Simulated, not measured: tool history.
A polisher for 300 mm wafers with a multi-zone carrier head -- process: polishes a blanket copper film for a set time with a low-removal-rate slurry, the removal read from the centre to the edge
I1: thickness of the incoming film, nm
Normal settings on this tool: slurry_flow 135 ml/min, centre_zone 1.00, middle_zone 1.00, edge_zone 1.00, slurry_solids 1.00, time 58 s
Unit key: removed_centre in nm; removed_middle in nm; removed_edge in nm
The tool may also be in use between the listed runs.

run 1 hour=0.0 | slurry_flow=135 centre_zone=1.00 middle_zone=1.00 edge_zone=1.00 slurry_solids=1.00 time=58 | I1=611.5 | removed_centre=221.8 removed_middle=214.8 removed_edge=221.0
run 2 hour=79.6 | slurry_flow=135 centre_zone=1.00 middle_zone=1.00 edge_zone=1.00 slurry_solids=1.00 time=58 | I1=605.7 | removed_centre=217.4 removed_middle=221.9 removed_edge=228.5
run 3 hour=128.4 | slurry_flow=135 centre_zone=1.00 middle_zone=1.00 edge_zone=1.00 slurry_solids=1.00 time=58 | I1=607.4 | removed_centre=217.3 removed_middle=217.8 removed_edge=221.5
-- hour=154.4 worn pad replaced by a new one
run 4 hour=226.1 | slurry_flow=135 centre_zone=1.00 middle_zone=1.00 edge_zone=1.00 slurry_solids=1.00 time=58 | I1=608.2 | removed_centre=213.3 removed_middle=219.8 removed_edge=220.8
-- hour=293.1 slurry nozzle cleaned
run 5 hour=321.7 | slurry_flow=135 centre_zone=1.00 middle_zone=1.00 edge_zone=1.00 slurry_solids=1.00 time=58 | I1=597.8 | removed_centre=208.8 removed_middle=216.7 removed_edge=223.5
-- hour=366.2 centre zone pressure recalibrated
run 6 hour=427.5 | slurry_flow=160 centre_zone=1.00 middle_zone=1.00 edge_zone=1.00 slurry_solids=1.00 time=58 | I1=620.2 | removed_centre=229.7 removed_middle=222.3 removed_edge=229.8
run 7 hour=464.3 | slurry_flow=135 centre_zone=1.12 middle_zone=1.00 edge_zone=1.11 slurry_solids=1.00 time=58 | I1=613.5 | removed_centre=245.8 removed_middle=216.7 removed_edge=235.8
run 8 hour=505.6 | slurry_flow=135 centre_zone=1.00 middle_zone=1.00 edge_zone=1.00 slurry_solids=1.00 time=58 | I1=614.1 | removed_centre=218.4 removed_middle=219.0 removed_edge=221.8
run 9 hour=589.6 | slurry_flow=135 centre_zone=1.00 middle_zone=1.00 edge_zone=1.00 slurry_solids=1.15 time=58 | I1=613.5 | removed_centre=220.8 removed_middle=221.6 removed_edge=236.0
-- hour=611.4 carrier head's membrane replaced by a new one
-- hour=612.4 edge zone pressure recalibrated
-- hour=646.9 worn pad replaced by a new one
run 10 hour=661.4 | slurry_flow=135 centre_zone=1.00 middle_zone=1.00 edge_zone=1.00 slurry_solids=1.00 time=58 | I1=617.8 | removed_centre=217.4 removed_middle=220.3 removed_edge=224.7
run 11 hour=735.5 | slurry_flow=155 centre_zone=1.00 middle_zone=1.00 edge_zone=1.00 slurry_solids=0.70 time=58 | I1=597.5 | removed_centre=203.5 removed_middle=209.6 removed_edge=217.6
run 12 hour=815.9 | slurry_flow=135 centre_zone=1.00 middle_zone=1.00 edge_zone=1.03 slurry_solids=1.00 time=45 | I1=613.8 | removed_centre=159.8 removed_middle=168.5 removed_edge=177.5
-- hour=880.3 slurry nozzle cleaned
-- hour=906.5 centre zone pressure recalibrated
run 13 hour=911.6 | slurry_flow=135 centre_zone=1.08 middle_zone=0.89 edge_zone=1.00 slurry_solids=1.00 time=58 | I1=617.8 | removed_centre=240.0 removed_middle=206.6 removed_edge=226.9
run 14 hour=995.8 | slurry_flow=170 centre_zone=1.07 middle_zone=1.09 edge_zone=1.00 slurry_solids=1.00 time=47 | I1=597.1 | removed_centre=199.3 removed_middle=191.7 removed_edge=191.4
run 15 hour=1107.6 | slurry_flow=135 centre_zone=1.00 middle_zone=1.00 edge_zone=1.00 slurry_solids=1.00 time=58 | I1=607.7 | removed_centre=217.6 removed_middle=214.2 removed_edge=226.1
-- hour=1213.7 carrier head's membrane replaced by a new one
-- hour=1224.2 worn pad replaced by a new one
-- hour=1330.0 slurry nozzle cleaned
run 16 hour=1401.0 | slurry_flow=135 centre_zone=1.00 middle_zone=1.12 edge_zone=1.00 slurry_solids=1.00 time=65 | I1=612.7 | removed_centre=224.0 removed_middle=253.9 removed_edge=245.8
-- hour=1429.0 centre zone pressure recalibrated
run 17 hour=1449.8 | slurry_flow=135 centre_zone=1.00 middle_zone=1.00 edge_zone=1.00 slurry_solids=1.00 time=58 | I1=612.5 | removed_centre=226.5 removed_middle=215.3 removed_edge=224.9
run 18 hour=1547.5 | slurry_flow=150 centre_zone=1.00 middle_zone=1.00 edge_zone=1.04 slurry_solids=1.00 time=58 | I1=609.0 | removed_centre=230.8 removed_middle=218.0 removed_edge=229.5
run 19 hour=1592.0 | slurry_flow=135 centre_zone=1.00 middle_zone=1.00 edge_zone=1.00 slurry_solids=1.00 time=58 | I1=613.0 | removed_centre=222.7 removed_middle=213.0 removed_edge=227.5
run 20 hour=1676.0 | slurry_flow=170 centre_zone=1.07 middle_zone=0.94 edge_zone=1.00 slurry_solids=0.75 time=58 | I1=608.2 | removed_centre=237.5 removed_middle=210.5 removed_edge=219.2
-- hour=1728.8 carrier head's membrane replaced by a new one
run 21 hour=1739.8 | slurry_flow=135 centre_zone=1.00 middle_zone=1.00 edge_zone=1.00 slurry_solids=0.75 time=58 | I1=608.4 | removed_centre=205.3 removed_middle=204.1 removed_edge=212.3

Consider 4 possible next runs. They are alternatives, not a sequence: every one starts from the tool as it was left by run 21. What does each give?
run A hour=1740.2 | slurry_flow=135 centre_zone=1.00 middle_zone=1.00 edge_zone=1.00 slurry_solids=1.00 time=58 | I1=612.5 | removed_centre=? removed_middle=? removed_edge=?
run B hour=1740.2 | slurry_flow=115 centre_zone=1.00 middle_zone=1.00 edge_zone=1.00 slurry_solids=1.10 time=58 | I1=612.5 | removed_centre=? removed_middle=? removed_edge=?
run C hour=1740.2 | slurry_flow=150 centre_zone=1.00 middle_zone=1.11 edge_zone=0.94 slurry_solids=1.00 time=58 | I1=612.5 | removed_centre=? removed_middle=? removed_edge=?
run D hour=1740.2 | slurry_flow=155 centre_zone=1.09 middle_zone=1.00 edge_zone=1.10 slurry_solids=1.00 time=46 | I1=612.5 | removed_centre=? removed_middle=? removed_edge=?

run=A removed_centre=217.8 removed_middle=214.5 removed_edge=221.7
run=B removed_centre=211.6 removed_middle=209.5 removed_edge=219.2
run=C removed_centre=223.7 removed_middle=230.7 removed_edge=218.7
run=D removed_centre=194.9 removed_middle=175.2 removed_edge=188.3
Had the tool no hidden state, the same runs would have come out as:
run=A removed_centre=220.5 removed_middle=214.5 removed_edge=221.7
run=B removed_centre=214.2 removed_middle=209.5 removed_edge=219.2
run=C removed_centre=226.4 removed_middle=230.6 removed_edge=218.7
run=D removed_centre=197.2 removed_middle=175.2 removed_edge=188.3
